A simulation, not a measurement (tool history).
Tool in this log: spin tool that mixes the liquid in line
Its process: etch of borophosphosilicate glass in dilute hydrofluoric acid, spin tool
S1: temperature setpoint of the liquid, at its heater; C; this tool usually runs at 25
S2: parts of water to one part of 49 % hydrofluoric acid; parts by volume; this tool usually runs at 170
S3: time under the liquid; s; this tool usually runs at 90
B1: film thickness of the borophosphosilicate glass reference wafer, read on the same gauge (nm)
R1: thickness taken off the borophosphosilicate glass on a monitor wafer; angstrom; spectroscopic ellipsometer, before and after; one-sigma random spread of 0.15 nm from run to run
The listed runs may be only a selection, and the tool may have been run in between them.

{"run": 1, "hour": 0.0, "S1": 25, "S2": 170, "S3": 90, "B1": 129.99, "R1": 257.9}
{"run": 2, "hour": 46.4, "S1": 25, "S2": 170, "S3": 90, "B1": 129.96, "R1": 258.9}
{"run": 3, "hour": 131.1, "S1": 25, "S2": 170, "S3": 90, "B1": 129.98, "R1": 257.4}
{"run": 4, "hour": 224.6, "S1": 25, "S2": 170, "S3": 90, "B1": 130.01, "R1": 262.2}
{"run": 5, "hour": 275.2, "S1": 25, "S2": 170, "S3": 90, "B1": 130, "R1": 263}
{"run": 6, "hour": 314.1, "S1": 25, "S2": 170, "S3": 90, "B1": 129.98, "R1": 258.3}
{"run": 7, "hour": 402.8, "S1": 25, "S2": 170, "S3": 90, "B1": 130.02, "R1": 259.3}
{"run": 8, "hour": 489.8, "S1": 25, "S2": 225, "S3": 90, "B1": 130, "R1": 186.8}
{"run": 9, "hour": 591.7, "S1": 25, "S2": 170, "S3": 90, "B1": 129.97, "R1": 259.7}
{"run": 10, "hour": 648.9, "S1": 25, "S2": 170, "S3": 90, "B1": 129.98, "R1": 262.8}
{"run": 11, "hour": 702.4, "S1": 25, "S2": 210, "S3": 70, "B1": 129.99, "R1": 158.6}
{"run": 12, "hour": 802.6, "S1": 25, "S2": 170, "S3": 90, "B1": 129.99, "R1": 263.6}
{"run": 13, "hour": 853.5, "S1": 30, "S2": 225, "S3": 130, "B1": 130.02, "R1": 327.3}
{"run": 14, "hour": 897.0, "S1": 25, "S2": 225, "S3": 140, "B1": 129.99, "R1": 293.5}
{"hour": 920.7, "done": "hydrofluoric acid flow meter replaced"}
{"hour": 946.0, "done": "thermometer replaced"}
{"run": 15, "hour": 988.5, "S1": 26.5, "S2": 170, "S3": 130, "B1": 130.02, "R1": 377.9}
{"run": 16, "hour": 1077.4, "S1": 28.5, "S2": 105, "S3": 135, "B1": 130.03, "R1": 744}
{"hour": 1113.4, "done": "gauge calibrated"}
{"run": 17, "hour": 1137.4, "S1": 25, "S2": 190, "S3": 90, "B1": 130.02, "R1": 217.9}
{"run": 18, "hour": 1230.6, "S1": 25, "S2": 170, "S3": 90, "B1": 130.01, "R1": 249.9}
{"run": 19, "hour": 1302.1, "S1": 25, "S2": 170, "S3": 90, "B1": 130.02, "R1": 249.7}
{"run": 20, "hour": 1393.1, "S1": 25, "S2": 110, "S3": 130, "B1": 130, "R1": 604}
{"run": 21, "hour": 1489.8, "S1": 23, "S2": 170, "S3": 130, "B1": 129.99, "R1": 336.4}
{"run": 22, "hour": 1537.2, "S1": 29, "S2": 195, "S3": 115, "B1": 130, "R1": 314}
{"run": 23, "hour": 1642.0, "S1": 23, "S2": 170, "S3": 110, "B1": 130.01, "R1": 285.4}
{"run": 24, "hour": 1747.3, "S1": 25, "S2": 170, "S3": 90, "B1": 129.99, "R1": 251.4}
{"run": 25, "hour": 1801.1, "S1": 29.5, "S2": 170, "S3": 130, "B1": 129.99, "R1": 432.2}
{"run": 26, "hour": 1875.0, "S1": 23, "S2": 170, "S3": 105, "B1": 130.01, "R1": 277.2}
{"run": 27, "hour": 1937.7, "S1": 22.5, "S2": 95, "S3": 135, "B1": 129.98, "R1": 680.7}
{"run": 28, "hour": 1987.7, "S1": 25, "S2": 170, "S3": 90, "B1": 130, "R1": 254.9}
{"run": 29, "hour": 2091.6, "S1": 21, "S2": 195, "S3": 55, "B1": 130, "R1": 114.5}
{"run": 30, "hour": 2177.3, "S1": 23.5, "S2": 145, "S3": 90, "B1": 130.01, "R1": 295}
{"run": 31, "hour": 2218.3, "S1": 25, "S2": 170, "S3": 90, "B1": 130, "R1": 257.4}
{"run": 32, "hour": 2323.8, "S1": 22, "S2": 170, "S3": 50, "B1": 129.99, "R1": 127.7}

Some steps in R1, run to run, broken into two amounts with sign: the step expected even without the hidden condition (settings, incoming material, random variation), and the rest, left for the hidden condition together with whatever gauge scatter is not in both the measured and the hidden-condition-free result:
Unlogged tool condition in this case: liquid colder than its thermometer reads (K); hydrofluoric acid flow above the setpoint (%); gauge reads high (%).
Run 14 -> 15: S1 25 -> 26.5, S2 225 -> 170, S3 140 -> 130, hydrofluoric acid flow meter replaced, thermometer replaced. R1 +84.4 angstrom: hidden state -18.8, all else +103.2.
Run 16 -> 17: S1 28.5 -> 25, S2 105 -> 190, S3 135 -> 90, gauge calibrated. R1 -526.1 angstrom: hidden state -2.9, all else -523.2.
Run 26 -> 27: S1 23 -> 22.5, S2 170 -> 95, S3 105 -> 135. R1 +403.5 angstrom: hidden state +10.9, all else +392.6.
Run 27 -> 28: S1 22.5 -> 25, S2 95 -> 170, S3 135 -> 90. R1 -425.8 angstrom: hidden state -10.7, all else -415.1.

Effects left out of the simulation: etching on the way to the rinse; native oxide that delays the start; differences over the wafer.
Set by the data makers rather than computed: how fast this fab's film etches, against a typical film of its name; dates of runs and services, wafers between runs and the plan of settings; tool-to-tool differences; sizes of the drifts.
